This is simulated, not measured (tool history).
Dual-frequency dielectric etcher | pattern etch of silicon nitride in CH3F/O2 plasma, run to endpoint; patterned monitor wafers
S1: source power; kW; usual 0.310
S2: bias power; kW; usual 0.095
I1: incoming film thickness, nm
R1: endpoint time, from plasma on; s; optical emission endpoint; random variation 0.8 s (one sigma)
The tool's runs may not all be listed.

{"run": 1, "hour": 0.0, "S1": 0.36, "S2": 0.102, "I1": 97.5, "R1": 104.7}
{"run": 2, "hour": 89.0, "S1": 0.35, "S2": 0.095, "I1": 97.6, "R1": 106.2}
{"run": 3, "hour": 175.2, "S1": 0.31, "S2": 0.11, "I1": 98.8, "R1": 104.9}
{"run": 4, "hour": 270.8, "S1": 0.35, "S2": 0.083, "I1": 97.8, "R1": 109.0}
{"hour": 364.9, "done": "wet clean of the chamber"}
{"run": 5, "hour": 365.4, "S1": 0.35, "S2": 0.083, "I1": 98.2, "R1": 107.0}
{"hour": 381.3, "done": "source power generator calibrated"}
{"run": 6, "hour": 381.9, "S1": 0.31, "S2": 0.095, "I1": 97.6, "R1": 104.5}
{"run": 7, "hour": 459.1, "S1": 0.31, "S2": 0.095, "I1": 97.9, "R1": 105.6}
{"hour": 512.8, "done": "upper electrode replaced"}
{"hour": 516.3, "done": "wet clean of the chamber, repeated, since the last time left the tool worse"}
{"run": 8, "hour": 516.8, "S1": 0.39, "S2": 0.095, "I1": 98.3, "R1": 107.2}
{"run": 9, "hour": 580.5, "S1": 0.27, "S2": 0.095, "I1": 98.2, "R1": 116.1}
{"hour": 625.5, "done": "bias power generator calibrated"}
{"run": 10, "hour": 830.6, "S1": 0.27, "S2": 0.095, "I1": 97.8, "R1": 115.0}

The next listed run, before its measurement:
{"run": 11, "hour": 907.2, "S1": 0.27, "S2": 0.107, "I1": 99.7, "R1": "?"}

R1: 111.0 s
Without the tool's hidden state the same run would have given R1 113.8 s.
